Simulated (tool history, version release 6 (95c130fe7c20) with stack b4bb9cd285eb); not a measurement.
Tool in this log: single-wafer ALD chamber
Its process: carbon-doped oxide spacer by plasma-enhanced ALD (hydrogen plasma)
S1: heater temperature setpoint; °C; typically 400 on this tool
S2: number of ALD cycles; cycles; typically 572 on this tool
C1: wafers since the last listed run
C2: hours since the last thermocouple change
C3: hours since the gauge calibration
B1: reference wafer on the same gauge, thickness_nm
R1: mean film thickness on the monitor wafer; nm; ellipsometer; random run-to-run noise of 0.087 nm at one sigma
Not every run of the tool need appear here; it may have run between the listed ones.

{"run": 1, "hour": 0.0, "S1": 400, "S2": 572, "C1": 0, "C2": 144.2, "C3": 131.8, "B1": 23.198, "R1": 27.371}
{"run": 2, "hour": 62.2, "S1": 400, "S2": 572, "C1": 37, "C2": 206.4, "C3": 194, "B1": 23.212, "R1": 27.599}
{"run": 3, "hour": 98.4, "S1": 400, "S2": 572, "C1": 21, "C2": 242.6, "C3": 230.2, "B1": 23.228, "R1": 27.587}
{"run": 4, "hour": 167.6, "S1": 400, "S2": 572, "C1": 41, "C2": 311.8, "C3": 299.4, "B1": 23.187, "R1": 27.519}
{"run": 5, "hour": 223.9, "S1": 400, "S2": 572, "C1": 34, "C2": 368.1, "C3": 355.7, "B1": 23.195, "R1": 27.495}
{"run": 6, "hour": 259.2, "S1": 400, "S2": 572, "C1": 21, "C2": 403.4, "C3": 391, "B1": 23.193, "R1": 27.569}
{"run": 7, "hour": 307.0, "S1": 400, "S2": 572, "C1": 28, "C2": 451.2, "C3": 438.8, "B1": 23.187, "R1": 27.554}
{"run": 8, "hour": 351.3, "S1": 400, "S2": 572, "C1": 26, "C2": 495.5, "C3": 483.1, "B1": 23.188, "R1": 27.484}
{"run": 9, "hour": 395.4, "S1": 400, "S2": 572, "C1": 26, "C2": 539.6, "C3": 527.2, "B1": 23.215, "R1": 27.497}
{"run": 10, "hour": 448.0, "S1": 400, "S2": 572, "C1": 31, "C2": 592.2, "C3": 579.8, "B1": 23.199, "R1": 27.582}
{"run": 11, "hour": 514.9, "S1": 400, "S2": 572, "C1": 40, "C2": 659.1, "C3": 646.7, "B1": 23.246, "R1": 27.355}
{"hour": 551.3, "done": "gauge calibrated"}
{"run": 12, "hour": 563.9, "S1": 400, "S2": 658, "C1": 29, "C2": 708.1, "C3": 12.6, "B1": 23.207, "R1": 31.54}
{"run": 13, "hour": 598.4, "S1": 388, "S2": 572, "C1": 20, "C2": 742.6, "C3": 47.1, "B1": 23.177, "R1": 27.515}
{"run": 14, "hour": 623.4, "S1": 400, "S2": 572, "C1": 15, "C2": 767.6, "C3": 72.1, "B1": 23.169, "R1": 27.505}
{"run": 15, "hour": 682.9, "S1": 400, "S2": 487, "C1": 35, "C2": 827.1, "C3": 131.6, "B1": 23.204, "R1": 23.399}
{"run": 16, "hour": 745.1, "S1": 411, "S2": 472, "C1": 37, "C2": 889.3, "C3": 193.8, "B1": 23.201, "R1": 21.926}
{"run": 17, "hour": 792.9, "S1": 387, "S2": 621, "C1": 28, "C2": 937.1, "C3": 241.6, "B1": 23.206, "R1": 29.837}
{"run": 18, "hour": 832.2, "S1": 400, "S2": 572, "C1": 23, "C2": 976.4, "C3": 280.9, "B1": 23.182, "R1": 27.613}
{"run": 19, "hour": 863.8, "S1": 386, "S2": 654, "C1": 19, "C2": 1008, "C3": 312.5, "B1": 23.202, "R1": 31.498}
{"run": 20, "hour": 924.3, "S1": 392, "S2": 605, "C1": 36, "C2": 1068.5, "C3": 373, "B1": 23.2, "R1": 29.015}
{"hour": 974.8, "done": "thermocouple changed; heater temperature recalibrated"}
{"run": 21, "hour": 994.3, "S1": 387, "S2": 621, "C1": 37, "C2": 19.5, "C3": 443, "B1": 23.216, "R1": 29.875}
{"run": 22, "hour": 1037.9, "S1": 406, "S2": 671, "C1": 26, "C2": 63.1, "C3": 486.6, "B1": 23.197, "R1": 31.568}
{"run": 23, "hour": 1096.2, "S1": 400, "S2": 615, "C1": 35, "C2": 121.4, "C3": 544.9, "B1": 23.192, "R1": 29.677}

Run 24 is up next; what results do you expect?
{"run": 24, "hour": 1128.3, "S1": 411, "S2": 468, "C1": 19, "C2": 153.5, "C3": 577, "B1": "?", "R1": "?"}

B1: 23.204
R1: 21.711 nm
Had the tool carried no hidden state, the very same run would have given R1 21.711 nm.
